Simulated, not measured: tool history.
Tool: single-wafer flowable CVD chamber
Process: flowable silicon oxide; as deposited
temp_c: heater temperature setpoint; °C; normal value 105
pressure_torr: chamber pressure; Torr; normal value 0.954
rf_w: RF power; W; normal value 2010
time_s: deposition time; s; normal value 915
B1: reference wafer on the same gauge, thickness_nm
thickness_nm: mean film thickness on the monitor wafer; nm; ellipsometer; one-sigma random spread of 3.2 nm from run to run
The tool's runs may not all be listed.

{"run": 1, "day": 0.0, "temp_c": 96, "pressure_torr": 0.954, "rf_w": 2010, "time_s": 915, "B1": 690.987, "thickness_nm": 857.495}
{"run": 2, "day": 1.312, "temp_c": 96, "pressure_torr": 0.954, "rf_w": 2010, "time_s": 915, "B1": 693.077, "thickness_nm": 868.431}
{"run": 3, "day": 2.608, "temp_c": 96, "pressure_torr": 0.954, "rf_w": 2010, "time_s": 915, "B1": 689.574, "thickness_nm": 873.318}
{"run": 4, "day": 3.704, "temp_c": 105, "pressure_torr": 0.954, "rf_w": 2010, "time_s": 915, "B1": 690.188, "thickness_nm": 616.138}
{"run": 5, "day": 4.65, "temp_c": 105, "pressure_torr": 0.954, "rf_w": 2010, "time_s": 915, "B1": 691.362, "thickness_nm": 626.013}
{"run": 6, "day": 5.325, "temp_c": 116, "pressure_torr": 0.954, "rf_w": 2010, "time_s": 915, "B1": 691.757, "thickness_nm": 417.054}
{"run": 7, "day": 7.221, "temp_c": 116, "pressure_torr": 0.954, "rf_w": 2010, "time_s": 915, "B1": 691.36, "thickness_nm": 359.397}
{"run": 8, "day": 7.646, "temp_c": 105, "pressure_torr": 0.954, "rf_w": 2010, "time_s": 915, "B1": 691.429, "thickness_nm": 530.46}
{"run": 9, "day": 8.229, "temp_c": 112, "pressure_torr": 0.954, "rf_w": 2010, "time_s": 983, "B1": 692.339, "thickness_nm": 438.503}
{"run": 10, "day": 8.817, "temp_c": 105, "pressure_torr": 0.757, "rf_w": 2010, "time_s": 777, "B1": 692.175, "thickness_nm": 356.977}
{"run": 11, "day": 11.717, "temp_c": 105, "pressure_torr": 1.075, "rf_w": 2010, "time_s": 915, "B1": 692.315, "thickness_nm": 666.002}
{"run": 12, "day": 13.033, "temp_c": 105, "pressure_torr": 0.954, "rf_w": 2010, "time_s": 915, "B1": 693.379, "thickness_nm": 592.48}
{"run": 13, "day": 14.283, "temp_c": 91, "pressure_torr": 1.031, "rf_w": 1670, "time_s": 963, "B1": 692.138, "thickness_nm": 1101.322}
{"run": 14, "day": 15.475, "temp_c": 92, "pressure_torr": 0.821, "rf_w": 2280, "time_s": 915, "B1": 692.55, "thickness_nm": 842.602}
{"run": 15, "day": 16.229, "temp_c": 118, "pressure_torr": 0.954, "rf_w": 2010, "time_s": 915, "B1": 692.201, "thickness_nm": 365.5}

Between the runs listed above, the log contained 6 entries, not reproduced here. Where in the sequence does each belong, and how does what the log doesn't record of the tool's condition differ from the listed run before to the listed run after?
From run 6 to run 7: RF generator calibrated (day 6.879); thermocouple changed; heater temperature recalibrated (day 7.200)
  wafer temperature above the value expected at the setpoint (K): -1.72 -> 2.72
  measured result minus the result with no hidden state, thickness_nm: +24.272 -> -34.584 nm
From run 10 to run 11: capacitance manometer re-zeroed and calibrated (day 9.233); thermocouple changed; heater temperature recalibrated, repeated, since the last time left the tool worse (day 10.050); gauge calibrated (day 10.829); showerhead replaced (day 11.262)
  wafer temperature above the value expected at the setpoint (K): 2.72 -> -0.0911
  measured result minus the result with no hidden state, thickness_nm: -38.499 -> +2.301 nm
